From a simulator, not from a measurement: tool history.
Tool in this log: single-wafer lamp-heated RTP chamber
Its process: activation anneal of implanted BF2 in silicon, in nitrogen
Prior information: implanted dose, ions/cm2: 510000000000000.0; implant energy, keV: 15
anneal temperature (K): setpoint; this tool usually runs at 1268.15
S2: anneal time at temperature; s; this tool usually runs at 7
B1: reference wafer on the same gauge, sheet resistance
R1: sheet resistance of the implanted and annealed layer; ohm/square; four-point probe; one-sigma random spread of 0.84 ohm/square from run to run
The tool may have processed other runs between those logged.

run 1 hour=0.0 | anneal_temperature_(K)=1268.15 S2=9 | B1=309.98 | R1=289.29
run 2 hour=12.9 | anneal_temperature_(K)=1268.15 S2=9 | B1=310.07 | R1=287.10
run 3 hour=27.5 | anneal_temperature_(K)=1268.15 S2=9 | B1=309.69 | R1=289.00
run 4 hour=56.2 | anneal_temperature_(K)=1268.15 S2=7 | B1=310.05 | R1=293.26
run 5 hour=89.8 | anneal_temperature_(K)=1258.15 S2=7 | B1=310.06 | R1=305.00
run 6 hour=123.1 | anneal_temperature_(K)=1268.15 S2=10 | B1=310.06 | R1=285.89
run 7 hour=135.7 | anneal_temperature_(K)=1268.15 S2=10 | B1=310.14 | R1=285.14
run 8 hour=148.0 | anneal_temperature_(K)=1259.15 S2=7 | B1=310.10 | R1=303.12
run 9 hour=165.4 | anneal_temperature_(K)=1259.15 S2=7 | B1=309.98 | R1=302.94
-- hour=183.9 pyrometer window cleaned and pyrometer calibrated
run 10 hour=194.8 | anneal_temperature_(K)=1268.15 S2=7 | B1=309.97 | R1=291.01
run 11 hour=207.9 | anneal_temperature_(K)=1268.15 S2=7 | B1=309.96 | R1=288.76
-- hour=217.8 reflector plate cleaned
run 12 hour=240.1 | anneal_temperature_(K)=1268.15 S2=7 | B1=310.06 | R1=287.94
run 13 hour=261.9 | anneal_temperature_(K)=1290.15 S2=4 | B1=310.10 | R1=279.74
run 14 hour=289.1 | anneal_temperature_(K)=1290.15 S2=4 | B1=310.02 | R1=278.89
-- hour=357.5 pyrometer window cleaned and pyrometer calibrated, repeated, since the last time left the tool worse
run 15 hour=364.2 | anneal_temperature_(K)=1268.15 S2=5 | B1=310.09 | R1=301.91
run 16 hour=395.6 | anneal_temperature_(K)=1244.15 S2=8 | B1=310.01 | R1=327.60
run 17 hour=408.2 | anneal_temperature_(K)=1268.15 S2=7 | B1=309.99 | R1=294.09
run 18 hour=424.7 | anneal_temperature_(K)=1298.15 S2=11 | B1=310.17 | R1=264.73
run 19 hour=447.2 | anneal_temperature_(K)=1260.15 S2=5 | B1=310.01 | R1=309.06
-- hour=466.5 gauge calibrated
run 20 hour=469.5 | anneal_temperature_(K)=1281.15 S2=4 | B1=310.13 | R1=291.41
run 21 hour=491.9 | anneal_temperature_(K)=1249.15 S2=7 | B1=309.99 | R1=319.34
run 22 hour=515.5 | anneal_temperature_(K)=1258.15 S2=7 | B1=309.85 | R1=303.59
-- hour=532.4 reflector plate cleaned
run 23 hour=541.7 | anneal_temperature_(K)=1268.15 S2=7 | B1=309.98 | R1=291.63
-- hour=605.7 pyrometer window cleaned and pyrometer calibrated
run 24 hour=617.7 | anneal_temperature_(K)=1268.15 S2=7 | B1=309.97 | R1=295.03
run 25 hour=644.1 | anneal_temperature_(K)=1282.15 S2=7 | B1=310.10 | R1=279.69
run 26 hour=668.1 | anneal_temperature_(K)=1268.15 S2=8 | B1=310.02 | R1=290.75
run 27 hour=682.7 | anneal_temperature_(K)=1268.15 S2=9 | B1=310.16 | R1=288.77
run 28 hour=698.4 | anneal_temperature_(K)=1254.15 S2=3 | B1=309.85 | R1=327.02
run 29 hour=721.1 | anneal_temperature_(K)=1268.15 S2=8 | B1=310.02 | R1=289.96
run 30 hour=748.5 | anneal_temperature_(K)=1291.15 S2=3 | B1=310.08 | R1=286.27
run 31 hour=777.4 | anneal_temperature_(K)=1251.15 S2=11 | B1=309.97 | R1=303.72
run 32 hour=804.6 | anneal_temperature_(K)=1268.15 S2=3 | B1=309.78 | R1=308.39
-- hour=829.1 reflector plate cleaned
run 33 hour=829.6 | anneal_temperature_(K)=1268.15 S2=7 | B1=309.97 | R1=291.74
-- hour=866.8 pyrometer window cleaned and pyrometer calibrated
run 34 hour=867.3 | anneal_temperature_(K)=1247.15 S2=6 | B1=309.98 | R1=329.25
run 35 hour=882.0 | anneal_temperature_(K)=1289.15 S2=3 | B1=310.13 | R1=292.04
run 36 hour=914.5 | anneal_temperature_(K)=1297.15 S2=4 | B1=309.99 | R1=278.39
run 37 hour=948.1 | anneal_temperature_(K)=1255.15 S2=7 | B1=310.13 | R1=308.91
run 38 hour=969.8 | anneal_temperature_(K)=1268.15 S2=7 | B1=310.12 | R1=293.82

Alternative continuations, all from the tool just after run 38; predict every row:
run A hour=970.2 | anneal_temperature_(K)=1246.15 S2=7 | B1=? | R1=?
run B hour=970.2 | anneal_temperature_(K)=1249.15 S2=10 | B1=? | R1=?
run C hour=970.2 | anneal_temperature_(K)=1289.15 S2=10 | B1=? | R1=?

run=A B1=309.82 R1=322.56
run=B B1=309.82 R1=309.31
run=C B1=309.82 R1=268.46
Without the tool's unlogged condition, the same runs would have read:
run=A R1=327.47
run=B R1=314.06
run=C R1=270.15
